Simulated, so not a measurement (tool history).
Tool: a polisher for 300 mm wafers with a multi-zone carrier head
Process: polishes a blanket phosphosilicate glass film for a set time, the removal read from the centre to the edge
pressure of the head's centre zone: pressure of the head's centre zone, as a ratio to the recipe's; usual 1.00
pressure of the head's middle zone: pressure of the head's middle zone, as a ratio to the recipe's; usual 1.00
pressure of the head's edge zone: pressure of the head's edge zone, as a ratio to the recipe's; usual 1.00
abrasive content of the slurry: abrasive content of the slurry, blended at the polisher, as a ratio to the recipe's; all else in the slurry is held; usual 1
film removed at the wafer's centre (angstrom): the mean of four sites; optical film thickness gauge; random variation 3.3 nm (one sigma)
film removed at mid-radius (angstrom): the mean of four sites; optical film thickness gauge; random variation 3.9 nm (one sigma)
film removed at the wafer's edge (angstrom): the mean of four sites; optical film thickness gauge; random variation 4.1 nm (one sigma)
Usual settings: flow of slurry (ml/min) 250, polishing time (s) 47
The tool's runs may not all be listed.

run,day,flow of slurry (ml/min),pressure of the head's centre zone,pressure of the head's middle zone,pressure of the head's edge zone,abrasive content of the slurry,polishing time (s),wafers since the last listed run,wafers polished on this pad,hours since the slurry nozzle was cleaned,hours since the centre zone pressure was calibrated,hours since the edge zone pressure was calibrated,hours since the carrier head's membrane was replaced,"incoming thickness of the incoming film, nm",film removed at the wafer's centre (angstrom),film removed at mid-radius (angstrom),film removed at the wafer's edge (angstrom)
1,0.000,250,1.07,1.00,1.00,1,47,0,1940,112.3,237.3,824.4,1031.0,3557.9,4027,3791,3703
# day 1.458: worn pad replaced by a new one
2,2.462,315,1.00,1.00,1.00,1,39,666,290,171.4,296.4,883.5,1090.1,3700.8,3363,3358,3313
3,5.154,315,1.00,1.00,1.00,1,39,781,1072,236.0,361.0,948.1,1154.7,3626.7,3335,3262,3238
4,7.825,315,1.00,1.00,1.00,1,39,775,1847,300.1,425.1,1012.2,1218.8,3561.1,3263,3133,3111
# day 8.183: slurry nozzle cleaned
5,10.212,250,1.00,1.00,0.92,1,47,680,2528,48.7,482.4,1069.5,1276.1,3568.1,3686,3646,3530
# day 10.958: worn pad replaced by a new one
6,12.104,250,1.00,1.00,0.92,1,47,500,332,94.1,527.8,1114.9,1321.5,3655.8,4038,3920,3827
7,14.246,250,1.00,1.05,1.00,1,47,621,953,145.5,579.2,1166.3,1372.9,3595.6,3975,4027,3934
# day 16.033: carrier head's membrane replaced by a new one
8,16.054,250,1.00,1.05,1.00,1,47,464,1418,188.9,622.6,1209.7,0.5,3663.1,3901,3899,3797
9,18.712,250,1.00,1.05,1.00,1,47,771,2189,252.7,686.4,1273.5,64.3,3658.7,3808,3827,3714
# day 19.333: worn pad replaced by a new one
10,20.500,250,1.00,1.00,1.00,1,47,470,338,295.6,729.3,1316.4,107.2,3651.1,4088,3979,3949
# day 20.771: slurry nozzle cleaned
11,21.967,250,1.00,1.00,1.10,1,47,413,751,28.7,764.5,1351.6,142.4,3595.4,4027,3875,4157
12,23.462,250,1.00,1.05,1.00,1,47,434,1185,64.6,800.4,1387.5,178.3,3649.3,3983,3946,3818
# day 24.121: centre zone pressure recalibrated
13,27.321,250,1.00,0.94,1.00,1,47,1095,2281,157.2,76.8,1480.1,270.9,3585.5,3665,3555,3647

Forecast run 14:
# day 28.342: worn pad replaced by a new one
14,28.671,175,0.94,1.00,1.00,1,47,343,95,189.6,109.2,1512.5,303.3,3644.8,?,?,?

Run 14 gave film removed at the wafer's centre (angstrom) 3524, film removed at mid-radius (angstrom) 3775, film removed at the wafer's edge (angstrom) 3828.
Without the tool's hidden state the same run would have given film removed at the wafer's centre (angstrom) 3575, film removed at mid-radius (angstrom) 3831, film removed at the wafer's edge (angstrom) 3885.
